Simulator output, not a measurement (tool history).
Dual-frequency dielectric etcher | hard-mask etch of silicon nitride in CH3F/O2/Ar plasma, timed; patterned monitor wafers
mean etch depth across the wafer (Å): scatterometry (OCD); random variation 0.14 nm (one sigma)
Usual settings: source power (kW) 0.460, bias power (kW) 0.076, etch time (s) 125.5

run	day	source power (kW)	bias power (kW)	etch time (s)	wafers since the last listed run	hours since the last wet clean	hours since the last source power generator calibration	hours since the last bias power generator calibration	hours since the last upper electrode change	hours since the gauge calibration	read-back reference wafer on the same gauge, depth_nm	mean etch depth across the wafer (Å)
1	0.000	0.380	0.076	125.5	0	393.6	3958.3	4165.3	3173.9	14.9	99.0	910
2	0.508	0.380	0.076	125.5	124	405.8	3970.5	4177.5	3186.1	27.1	99.0	908
3	0.804	0.380	0.076	125.5	72	412.9	3977.6	4184.6	3193.2	34.2	99.0	908
4	1.117	0.410	0.076	145.5	76	420.4	3985.1	4192.1	3200.7	41.7	99.0	1088
5	1.633	0.410	0.076	145.5	126	432.8	3997.5	4204.5	3213.1	54.1	99.0	1087
6	2.112	0.540	0.076	125.5	117	444.3	4009.0	4216.0	3224.6	65.6	99.0	1041
7	2.642	0.540	0.076	125.5	129	457.0	4021.7	4228.7	3237.3	78.3	99.0	1045
# day 4.088: upper electrode replaced
8	4.108	0.540	0.076	125.5	113	492.2	4056.9	4263.9	0.5	113.5	99.0	1047
9	4.125	0.430	0.076	125.5	4	492.6	4057.3	4264.3	0.9	113.9	99.0	958
10	4.446	0.430	0.076	125.5	78	500.3	4065.0	4272.0	8.6	121.6	99.0	958
11	5.042	0.460	0.076	125.5	145	514.6	4079.3	4286.3	22.9	135.9	99.0	984
12	5.433	0.460	0.072	125.5	95	524.0	4088.7	4295.7	32.3	145.3	98.9	976
13	5.858	0.510	0.060	104.0	103	534.2	4098.9	4305.9	42.5	155.5	99.0	809
14	6.188	0.380	0.076	125.5	80	542.1	4106.8	4313.8	50.4	163.4	99.0	917
# day 7.054: gauge calibrated
# day 7.400: bias power generator calibrated
# day 7.788: wet clean of the chamber
15	7.808	0.550	0.070	113.0	260	0.5	4145.7	9.8	89.3	18.1	98.9	913
16	7.825	0.460	0.076	157.0	4	0.9	4146.1	10.2	89.7	18.5	99.0	1202
17	8.158	0.460	0.084	138.0	81	8.9	4154.1	18.2	97.7	26.5	99.0	1084
18	8.796	0.460	0.061	98.5	155	24.2	4169.4	33.5	113.0	41.8	99.0	724
# day 10.075: source power generator calibrated
19	10.283	0.570	0.076	125.5	322	59.9	5.0	69.2	148.7	77.5	99.0	1051
20	11.025	0.540	0.076	125.5	181	77.7	22.8	87.0	166.5	95.3	99.0	1029
21	11.554	0.460	0.076	125.5	129	90.4	35.5	99.7	179.2	108.0	99.0	967
22	12.050	0.500	0.076	125.5	121	102.3	47.4	111.6	191.1	119.9	99.0	999
23	12.408	0.560	0.070	140.5	87	110.9	56.0	120.2	199.7	128.5	99.0	1150
24	13.096	0.460	0.076	107.0	167	127.4	72.5	136.7	216.2	145.0	99.0	826

Forecast each of these 4 alternatives for the next run:
A	13.117	0.460	0.076	125.5	5	127.9	73.0	137.2	216.7	145.5	?	?
B	13.117	0.360	0.062	112.0	5	127.9	73.0	137.2	216.7	145.5	?	?
C	13.117	0.490	0.069	154.0	5	127.9	73.0	137.2	216.7	145.5	?	?
D	13.117	0.350	0.088	93.0	5	127.9	73.0	137.2	216.7	145.5	?	?

run	read-back reference wafer on the same gauge, depth_nm	mean etch depth across the wafer (Å)
A	99.0	968
B	99.0	753
C	99.0	1192
D	99.0	669
Without the tool's hidden state the same runs would have given:
run	mean etch depth across the wafer (Å)
A	962
B	748
C	1184
D	664
